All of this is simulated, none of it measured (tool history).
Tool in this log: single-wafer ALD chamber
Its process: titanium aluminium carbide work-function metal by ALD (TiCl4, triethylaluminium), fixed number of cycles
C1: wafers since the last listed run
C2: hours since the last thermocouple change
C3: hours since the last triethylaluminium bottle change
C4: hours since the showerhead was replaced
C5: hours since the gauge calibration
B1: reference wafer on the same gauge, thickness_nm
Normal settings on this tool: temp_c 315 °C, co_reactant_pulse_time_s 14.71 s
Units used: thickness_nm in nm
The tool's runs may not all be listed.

{"run": 1, "hour": 0.0, "temp_c": 315, "co_reactant_pulse_time_s": 14.71, "C1": 0, "C2": 998.9, "C3": 1108.3, "C4": 6042.1, "C5": 626.2, "B1": 2.35, "thickness_nm": 2.01}
{"run": 2, "hour": 23.1, "temp_c": 315, "co_reactant_pulse_time_s": 14.71, "C1": 170, "C2": 1022.0, "C3": 1131.4, "C4": 6065.2, "C5": 649.3, "B1": 2.349, "thickness_nm": 2.003}
{"run": 3, "hour": 53.5, "temp_c": 315, "co_reactant_pulse_time_s": 16.91, "C1": 224, "C2": 1052.4, "C3": 1161.8, "C4": 6095.6, "C5": 679.7, "B1": 2.349, "thickness_nm": 2.012}
{"run": 4, "hour": 70.3, "temp_c": 315, "co_reactant_pulse_time_s": 14.71, "C1": 124, "C2": 1069.2, "C3": 1178.6, "C4": 6112.4, "C5": 696.5, "B1": 2.349, "thickness_nm": 1.996}
{"run": 5, "hour": 97.9, "temp_c": 315, "co_reactant_pulse_time_s": 14.71, "C1": 204, "C2": 1096.8, "C3": 1206.2, "C4": 6140.0, "C5": 724.1, "B1": 2.349, "thickness_nm": 1.998}
{"run": 6, "hour": 122.2, "temp_c": 315, "co_reactant_pulse_time_s": 14.71, "C1": 179, "C2": 1121.1, "C3": 1230.5, "C4": 6164.3, "C5": 748.4, "B1": 2.35, "thickness_nm": 2.002}
{"run": 7, "hour": 140.5, "temp_c": 307, "co_reactant_pulse_time_s": 14.71, "C1": 135, "C2": 1139.4, "C3": 1248.8, "C4": 6182.6, "C5": 766.7, "B1": 2.35, "thickness_nm": 1.94}
{"run": 8, "hour": 168.1, "temp_c": 308, "co_reactant_pulse_time_s": 14.71, "C1": 204, "C2": 1167.0, "C3": 1276.4, "C4": 6210.2, "C5": 794.3, "B1": 2.35, "thickness_nm": 1.947}
{"hour": 188.0, "done": "thermocouple changed; heater temperature recalibrated"}
{"run": 9, "hour": 203.5, "temp_c": 308, "co_reactant_pulse_time_s": 14.71, "C1": 202, "C2": 15.5, "C3": 1311.8, "C4": 6245.6, "C5": 829.7, "B1": 2.35, "thickness_nm": 1.952}
{"hour": 223.8, "done": "gauge calibrated"}
{"run": 10, "hour": 309.3, "temp_c": 319, "co_reactant_pulse_time_s": 17.38, "C1": 782, "C2": 121.3, "C3": 1417.6, "C4": 6351.4, "C5": 85.5, "B1": 2.35, "thickness_nm": 2.048}
{"run": 11, "hour": 323.2, "temp_c": 305, "co_reactant_pulse_time_s": 11.92, "C1": 102, "C2": 135.2, "C3": 1431.5, "C4": 6365.3, "C5": 99.4, "B1": 2.351, "thickness_nm": 1.864}
{"run": 12, "hour": 356.5, "temp_c": 315, "co_reactant_pulse_time_s": 14.71, "C1": 246, "C2": 168.5, "C3": 1464.8, "C4": 6398.6, "C5": 132.7, "B1": 2.353, "thickness_nm": 1.982}
{"run": 13, "hour": 376.1, "temp_c": 305, "co_reactant_pulse_time_s": 11.92, "C1": 144, "C2": 188.1, "C3": 1484.4, "C4": 6418.2, "C5": 152.3, "B1": 2.351, "thickness_nm": 1.86}
{"run": 14, "hour": 405.5, "temp_c": 319, "co_reactant_pulse_time_s": 16.59, "C1": 217, "C2": 217.5, "C3": 1513.8, "C4": 6447.6, "C5": 181.7, "B1": 2.351, "thickness_nm": 2.031}
{"run": 15, "hour": 426.2, "temp_c": 327, "co_reactant_pulse_time_s": 9.27, "C1": 153, "C2": 238.2, "C3": 1534.5, "C4": 6468.3, "C5": 202.4, "B1": 2.351, "thickness_nm": 1.868}
{"hour": 467.9, "done": "showerhead replaced, of another model than before"}
{"run": 16, "hour": 486.0, "temp_c": 325, "co_reactant_pulse_time_s": 16.8, "C1": 383, "C2": 298.0, "C3": 1594.3, "C4": 18.1, "C5": 262.2, "B1": 2.349, "thickness_nm": 2.048}

Forecast run 17:
{"run": 17, "hour": 504.4, "temp_c": 304, "co_reactant_pulse_time_s": 17.31, "C1": 136, "C2": 316.4, "C3": 1612.7, "C4": 36.5, "C5": 280.6, "B1": "?", "thickness_nm": "?"}

Run 17 came out at B1 2.352, thickness_nm 1.909 nm.
On a tool with no hidden condition, and with the same random variation, this run would have come out at thickness_nm 1.956 nm.

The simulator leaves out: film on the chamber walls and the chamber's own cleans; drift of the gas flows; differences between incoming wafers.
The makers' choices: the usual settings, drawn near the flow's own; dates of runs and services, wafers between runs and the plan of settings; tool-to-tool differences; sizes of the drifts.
